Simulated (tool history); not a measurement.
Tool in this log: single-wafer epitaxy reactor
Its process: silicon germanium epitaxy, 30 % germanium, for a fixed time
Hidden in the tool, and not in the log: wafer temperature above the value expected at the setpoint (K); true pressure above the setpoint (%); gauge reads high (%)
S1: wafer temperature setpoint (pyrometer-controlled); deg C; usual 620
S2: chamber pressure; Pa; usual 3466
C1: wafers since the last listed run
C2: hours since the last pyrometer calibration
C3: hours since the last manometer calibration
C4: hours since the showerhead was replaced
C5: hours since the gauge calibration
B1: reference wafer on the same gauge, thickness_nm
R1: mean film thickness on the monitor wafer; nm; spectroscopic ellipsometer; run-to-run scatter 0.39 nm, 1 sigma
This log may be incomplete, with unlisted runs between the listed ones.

run,hour,S1,S2,C1,C2,C3,C4,C5,B1,R1
1,0,620,3466,0,2534.3,1864.9,4087.5,421.4,91.814,95.527
2,203,620,3466,4789,2737.3,2067.9,4290.5,624.4,91.888,96.553
3,234.5,620,3466,743,2768.8,2099.4,4322,655.9,91.82,97.148
4,289.6,620,3853,1300,2823.9,2154.5,4377.1,711,91.839,100.914
# hour 298.7: gauge calibrated
5,313.7,620,3853,568,2848,2178.6,4401.2,15,91.803,100.796
6,344.2,620,3853,719,2878.5,2209.1,4431.7,45.5,91.852,102.075
7,369.6,620,3466,599,2903.9,2234.5,4457.1,70.9,91.786,97.998
# hour 404.6: pyrometer calibrated
8,430.8,620,3466,1255,26.2,2295.7,4518.3,132.1,91.755,88.807
# hour 463.2: showerhead replaced, of another model than before
9,464.2,611,4240,599,59.6,2329.1,1,165.5,91.637,79.632
10,522.4,628,3786,1373,117.8,2387.3,59.2,223.7,91.868,104.391
# hour 554.7: capacitance manometer re-zeroed and calibrated
11,570.3,620,3466,941,165.7,15.6,107.1,271.6,91.698,88.808
12,629.5,620,3466,1396,224.9,74.8,166.3,330.8,91.758,88.806
13,685.1,628,3226,1311,280.5,130.4,221.9,386.4,91.934,101.022
14,743.6,620,3466,1380,339,188.9,280.4,444.9,91.978,89.702
15,805.9,629,3466,1469,401.3,251.2,342.7,507.2,91.963,104.489
16,844,633,3826,898,439.4,289.3,380.8,545.3,92.058,114.938
17,881.2,629,2986,877,476.6,326.5,418,582.5,92.05,101.157

Each row is a separate what-if for the run after 17, all from the same tool condition, not one after another. Results?
A,881.6,620,3466,9,477,326.9,418.4,582.9,?,?
B,881.6,620,2760,9,477,326.9,418.4,582.9,?,?
C,881.6,607,3466,9,477,326.9,418.4,582.9,?,?

run,B1,R1
A,91.689,89.808
B,91.689,85.692
C,91.689,71.721
Stripped of hidden state, with their random variation kept, the same runs would have yielded:
run,R1
A,87.992
B,83.958
C,70.228
